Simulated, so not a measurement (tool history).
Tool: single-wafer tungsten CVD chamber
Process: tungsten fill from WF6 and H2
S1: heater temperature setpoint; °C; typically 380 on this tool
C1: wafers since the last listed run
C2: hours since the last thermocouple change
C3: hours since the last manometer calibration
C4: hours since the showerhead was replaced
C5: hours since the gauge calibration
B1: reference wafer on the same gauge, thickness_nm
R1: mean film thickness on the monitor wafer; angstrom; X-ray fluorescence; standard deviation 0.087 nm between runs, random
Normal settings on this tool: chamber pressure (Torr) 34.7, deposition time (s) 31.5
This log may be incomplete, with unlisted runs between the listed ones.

{"run": 1, "hour": 0.0, "S1": 380, "chamber pressure (Torr)": 34.7, "deposition time (s)": 31.5, "C1": 0, "C2": 1924.9, "C3": 1089.9, "C4": 3428.4, "C5": 68.3, "B1": 61.726, "R1": 592.2}
{"run": 2, "hour": 12.6, "S1": 380, "chamber pressure (Torr)": 34.7, "deposition time (s)": 31.5, "C1": 216, "C2": 1937.5, "C3": 1102.5, "C4": 3441.0, "C5": 80.9, "B1": 61.741, "R1": 593.18}
{"run": 3, "hour": 25.3, "S1": 380, "chamber pressure (Torr)": 40.8, "deposition time (s)": 31.5, "C1": 218, "C2": 1950.2, "C3": 1115.2, "C4": 3453.7, "C5": 93.6, "B1": 61.677, "R1": 630.74}
{"run": 4, "hour": 47.6, "S1": 380, "chamber pressure (Torr)": 40.8, "deposition time (s)": 31.5, "C1": 383, "C2": 1972.5, "C3": 1137.5, "C4": 3476.0, "C5": 115.9, "B1": 61.698, "R1": 631.19}
{"run": 5, "hour": 67.7, "S1": 380, "chamber pressure (Torr)": 40.8, "deposition time (s)": 31.5, "C1": 345, "C2": 1992.6, "C3": 1157.6, "C4": 3496.1, "C5": 136.0, "B1": 61.689, "R1": 631.4}
{"run": 6, "hour": 99.5, "S1": 380, "chamber pressure (Torr)": 34.7, "deposition time (s)": 31.5, "C1": 547, "C2": 2024.4, "C3": 1189.4, "C4": 3527.9, "C5": 167.8, "B1": 61.698, "R1": 592.96}
{"run": 7, "hour": 113.5, "S1": 380, "chamber pressure (Torr)": 34.7, "deposition time (s)": 31.5, "C1": 240, "C2": 2038.4, "C3": 1203.4, "C4": 3541.9, "C5": 181.8, "B1": 61.709, "R1": 594.85}
{"run": 8, "hour": 138.0, "S1": 385, "chamber pressure (Torr)": 34.7, "deposition time (s)": 31.5, "C1": 421, "C2": 2062.9, "C3": 1227.9, "C4": 3566.4, "C5": 206.3, "B1": 61.687, "R1": 646.7}
{"hour": 149.9, "done": "thermocouple changed; heater temperature recalibrated"}
{"hour": 152.7, "done": "capacitance manometer re-zeroed and calibrated"}
{"hour": 163.8, "done": "showerhead replaced"}
{"run": 9, "hour": 164.3, "S1": 387, "chamber pressure (Torr)": 27.1, "deposition time (s)": 26.7, "C1": 129, "C2": 14.4, "C3": 11.6, "C4": 0.5, "C5": 232.6, "B1": 61.718, "R1": 503.16}
{"hour": 169.5, "done": "gauge calibrated"}
{"run": 10, "hour": 176.3, "S1": 380, "chamber pressure (Torr)": 28.3, "deposition time (s)": 31.5, "C1": 206, "C2": 26.4, "C3": 23.6, "C4": 12.5, "C5": 6.8, "B1": 61.684, "R1": 533.22}
{"run": 11, "hour": 200.3, "S1": 380, "chamber pressure (Torr)": 34.7, "deposition time (s)": 31.5, "C1": 412, "C2": 50.4, "C3": 47.6, "C4": 36.5, "C5": 30.8, "B1": 61.698, "R1": 575.11}
{"run": 12, "hour": 226.1, "S1": 393, "chamber pressure (Torr)": 34.7, "deposition time (s)": 34.1, "C1": 443, "C2": 76.2, "C3": 73.4, "C4": 62.3, "C5": 56.6, "B1": 61.706, "R1": 780.44}
{"run": 13, "hour": 245.3, "S1": 380, "chamber pressure (Torr)": 34.7, "deposition time (s)": 31.5, "C1": 330, "C2": 95.4, "C3": 92.6, "C4": 81.5, "C5": 75.8, "B1": 61.708, "R1": 575.09}
{"run": 14, "hour": 259.4, "S1": 365, "chamber pressure (Torr)": 34.7, "deposition time (s)": 31.5, "C1": 242, "C2": 109.5, "C3": 106.7, "C4": 95.6, "C5": 89.9, "B1": 61.732, "R1": 436.21}
{"run": 15, "hour": 277.2, "S1": 370, "chamber pressure (Torr)": 26.7, "deposition time (s)": 34.9, "C1": 306, "C2": 127.3, "C3": 124.5, "C4": 113.4, "C5": 107.7, "B1": 61.748, "R1": 483.26}

Predict each of these 4 candidate next runs independently; none follows another, all start after run 15:
{"run": "A", "hour": 277.6, "S1": 380, "chamber pressure (Torr)": 34.7, "deposition time (s)": 31.5, "C1": 6, "C2": 127.7, "C3": 124.9, "C4": 113.8, "C5": 108.1, "B1": "?", "R1": "?"}
{"run": "B", "hour": 277.6, "S1": 390, "chamber pressure (Torr)": 34.7, "deposition time (s)": 36.9, "C1": 6, "C2": 127.7, "C3": 124.9, "C4": 113.8, "C5": 108.1, "B1": "?", "R1": "?"}
{"run": "C", "hour": 277.6, "S1": 368, "chamber pressure (Torr)": 34.7, "deposition time (s)": 31.5, "C1": 6, "C2": 127.7, "C3": 124.9, "C4": 113.8, "C5": 108.1, "B1": "?", "R1": "?"}
{"run": "D", "hour": 277.6, "S1": 395, "chamber pressure (Torr)": 34.7, "deposition time (s)": 35.6, "C1": 6, "C2": 127.7, "C3": 124.9, "C4": 113.8, "C5": 108.1, "B1": "?", "R1": "?"}

run=A B1=61.672 R1=575.77
run=B B1=61.672 R1=804.59
run=C B1=61.672 R1=461.94
run=D B1=61.672 R1=844.67
With no hidden state in the tool, these same runs would have given:
run=A R1=577.52
run=B R1=807.13
run=C R1=463.22
run=D R1=847.47

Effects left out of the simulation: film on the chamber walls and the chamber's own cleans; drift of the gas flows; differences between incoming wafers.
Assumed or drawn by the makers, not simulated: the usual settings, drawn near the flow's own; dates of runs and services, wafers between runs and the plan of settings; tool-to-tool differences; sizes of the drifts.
